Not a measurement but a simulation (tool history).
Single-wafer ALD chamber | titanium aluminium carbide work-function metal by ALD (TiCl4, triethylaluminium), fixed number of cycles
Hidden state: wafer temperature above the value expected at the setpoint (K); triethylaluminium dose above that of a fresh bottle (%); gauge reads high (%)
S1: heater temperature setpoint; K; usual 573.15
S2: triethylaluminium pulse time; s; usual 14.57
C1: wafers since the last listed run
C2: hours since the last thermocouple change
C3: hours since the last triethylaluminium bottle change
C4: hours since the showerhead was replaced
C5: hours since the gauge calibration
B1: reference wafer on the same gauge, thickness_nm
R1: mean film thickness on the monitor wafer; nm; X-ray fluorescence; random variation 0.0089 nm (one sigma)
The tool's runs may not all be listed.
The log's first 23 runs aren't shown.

{"hour": 1799.1, "done": "showerhead replaced"}
{"run": 24, "hour": 1898.7, "S1": 573.15, "S2": 14.57, "C1": 1072, "C2": 454.2, "C3": 985.9, "C4": 99.6, "C5": 579, "B1": 1.791, "R1": 1.825}
{"run": 25, "hour": 1973.1, "S1": 573.15, "S2": 14.57, "C1": 784, "C2": 528.6, "C3": 1060.3, "C4": 174, "C5": 653.4, "B1": 1.789, "R1": 1.847}
{"hour": 2031.6, "done": "triethylaluminium bottle replaced"}
{"run": 26, "hour": 2032.1, "S1": 567.15, "S2": 19.42, "C1": 538, "C2": 587.6, "C3": 0.5, "C4": 233, "C5": 712.4, "B1": 1.789, "R1": 1.788}
{"run": 27, "hour": 2160.8, "S1": 584.15, "S2": 16.89, "C1": 1357, "C2": 716.3, "C3": 129.2, "C4": 361.7, "C5": 841.1, "B1": 1.792, "R1": 1.939}
{"run": 28, "hour": 2451.9, "S1": 585.15, "S2": 11.88, "C1": 3071, "C2": 1007.4, "C3": 420.3, "C4": 652.8, "C5": 1132.2, "B1": 1.791, "R1": 1.908}
{"run": 29, "hour": 2524.7, "S1": 568.15, "S2": 11.69, "C1": 768, "C2": 1080.2, "C3": 493.1, "C4": 725.6, "C5": 1205, "B1": 1.792, "R1": 1.744}
{"run": 30, "hour": 2659.3, "S1": 585.15, "S2": 14.57, "C1": 1419, "C2": 1214.8, "C3": 627.7, "C4": 860.2, "C5": 1339.6, "B1": 1.791, "R1": 1.924}
{"run": 31, "hour": 2747.1, "S1": 561.15, "S2": 19.35, "C1": 926, "C2": 1302.6, "C3": 715.5, "C4": 948, "C5": 1427.4, "B1": 1.791, "R1": 1.73}
{"run": 32, "hour": 2848.1, "S1": 568.15, "S2": 16.35, "C1": 1065, "C2": 1403.6, "C3": 816.5, "C4": 1049, "C5": 1528.4, "B1": 1.787, "R1": 1.804}
{"run": 33, "hour": 2887.6, "S1": 573.15, "S2": 17, "C1": 416, "C2": 1443.1, "C3": 856, "C4": 1088.5, "C5": 1567.9, "B1": 1.793, "R1": 1.839}
{"run": 34, "hour": 2985.2, "S1": 573.15, "S2": 11.27, "C1": 1029, "C2": 1540.7, "C3": 953.6, "C4": 1186.1, "C5": 1665.5, "B1": 1.792, "R1": 1.779}

Forecast each of these 3 alternatives for the next run:
{"run": "A", "hour": 2985.6, "S1": 564.15, "S2": 14.57, "C1": 4, "C2": 1541.1, "C3": 954, "C4": 1186.5, "C5": 1665.9, "B1": "?", "R1": "?"}
{"run": "B", "hour": 2985.6, "S1": 561.15, "S2": 9.33, "C1": 4, "C2": 1541.1, "C3": 954, "C4": 1186.5, "C5": 1665.9, "B1": "?", "R1": "?"}
{"run": "C", "hour": 2985.6, "S1": 579.15, "S2": 17.51, "C1": 4, "C2": 1541.1, "C3": 954, "C4": 1186.5, "C5": 1665.9, "B1": "?", "R1": "?"}

run=A B1=1.791 R1=1.756
run=B B1=1.791 R1=1.638
run=C B1=1.791 R1=1.892
Without the tool's hidden state the same runs would have given:
run=A R1=1.756
run=B R1=1.638
run=C R1=1.892
